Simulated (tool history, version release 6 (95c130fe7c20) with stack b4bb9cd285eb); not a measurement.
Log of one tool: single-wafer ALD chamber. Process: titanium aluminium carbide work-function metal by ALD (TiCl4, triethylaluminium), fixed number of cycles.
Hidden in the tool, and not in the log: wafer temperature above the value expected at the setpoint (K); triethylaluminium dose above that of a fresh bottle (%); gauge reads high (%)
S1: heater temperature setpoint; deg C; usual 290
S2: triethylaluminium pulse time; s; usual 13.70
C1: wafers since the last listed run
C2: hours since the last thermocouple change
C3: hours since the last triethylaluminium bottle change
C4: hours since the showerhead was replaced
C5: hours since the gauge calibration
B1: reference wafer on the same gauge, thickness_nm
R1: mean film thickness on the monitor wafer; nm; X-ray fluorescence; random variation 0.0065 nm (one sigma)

run 1 hour=0.0 | S1=278 S2=9.93 | C1=0 C2=1462.7 C3=597.1 C4=4689.0 C5=395.1 | B1=2.099 | R1=1.803
run 2 hour=77.2 | S1=290 S2=13.70 | C1=999 C2=1539.9 C3=674.3 C4=4766.2 C5=472.3 | B1=2.097 | R1=1.981
run 3 hour=137.2 | S1=290 S2=13.70 | C1=776 C2=1599.9 C3=734.3 C4=4826.2 C5=532.3 | B1=2.100 | R1=1.982
run 4 hour=187.4 | S1=290 S2=13.70 | C1=650 C2=1650.1 C3=784.5 C4=4876.4 C5=582.5 | B1=2.100 | R1=1.986
run 5 hour=273.0 | S1=287 S2=13.70 | C1=1108 C2=1735.7 C3=870.1 C4=4962.0 C5=668.1 | B1=2.099 | R1=1.948
run 6 hour=346.7 | S1=287 S2=13.70 | C1=954 C2=1809.4 C3=943.8 C4=5035.7 C5=741.8 | B1=2.100 | R1=1.958
run 7 hour=451.2 | S1=290 S2=10.72 | C1=1353 C2=1913.9 C3=1048.3 C4=5140.2 C5=846.3 | B1=2.101 | R1=1.932
run 8 hour=505.7 | S1=282 S2=15.90 | C1=705 C2=1968.4 C3=1102.8 C4=5194.7 C5=900.8 | B1=2.099 | R1=1.906
-- hour=515.4 triethylaluminium bottle replaced
run 9 hour=651.7 | S1=302 S2=16.79 | C1=1786 C2=2114.4 C3=136.3 C4=5340.7 C5=1046.8 | B1=2.102 | R1=2.102
-- hour=695.1 thermocouple changed; heater temperature recalibrated
run 10 hour=698.0 | S1=282 S2=15.90 | C1=495 C2=2.9 C3=182.6 C4=5387.0 C5=1093.1 | B1=2.101 | R1=1.912
run 11 hour=748.1 | S1=290 S2=8.56 | C1=648 C2=53.0 C3=232.7 C4=5437.1 C5=1143.2 | B1=2.100 | R1=1.866
run 12 hour=830.1 | S1=290 S2=13.70 | C1=1061 C2=135.0 C3=314.7 C4=5519.1 C5=1225.2 | B1=2.100 | R1=1.984
-- hour=851.8 gauge calibrated
-- hour=869.4 showerhead replaced
run 13 hour=933.1 | S1=286 S2=8.47 | C1=1230 C2=238.0 C3=417.7 C4=63.7 C5=81.3 | B1=2.101 | R1=1.826
run 14 hour=1039.4 | S1=277 S2=18.59 | C1=1376 C2=344.3 C3=524.0 C4=170.0 C5=187.6 | B1=2.101 | R1=1.862
run 15 hour=1130.5 | S1=295 S2=18.45 | C1=1179 C2=435.4 C3=615.1 C4=261.1 C5=278.7 | B1=2.098 | R1=2.038

5 ways to go on from here, each from the tool as it stands after run 15. What would each give?
run A hour=1130.9 | S1=290 S2=15.62 | C1=5 C2=435.8 C3=615.5 C4=261.5 C5=279.1 | B1=? | R1=?
run B hour=1130.9 | S1=279 S2=18.88 | C1=5 C2=435.8 C3=615.5 C4=261.5 C5=279.1 | B1=? | R1=?
run C hour=1130.9 | S1=302 S2=11.25 | C1=5 C2=435.8 C3=615.5 C4=261.5 C5=279.1 | B1=? | R1=?
run D hour=1130.9 | S1=296 S2=11.67 | C1=5 C2=435.8 C3=615.5 C4=261.5 C5=279.1 | B1=? | R1=?
run E hour=1130.9 | S1=304 S2=13.70 | C1=5 C2=435.8 C3=615.5 C4=261.5 C5=279.1 | B1=? | R1=?

run=A B1=2.098 R1=1.998
run=B B1=2.098 R1=1.895
run=C B1=2.098 R1=2.078
run=D B1=2.098 R1=2.026
run=E B1=2.098 R1=2.128
Without the tool's hidden state the same runs would have given:
run=A R1=1.998
run=B R1=1.895
run=C R1=2.078
run=D R1=2.026
run=E R1=2.128

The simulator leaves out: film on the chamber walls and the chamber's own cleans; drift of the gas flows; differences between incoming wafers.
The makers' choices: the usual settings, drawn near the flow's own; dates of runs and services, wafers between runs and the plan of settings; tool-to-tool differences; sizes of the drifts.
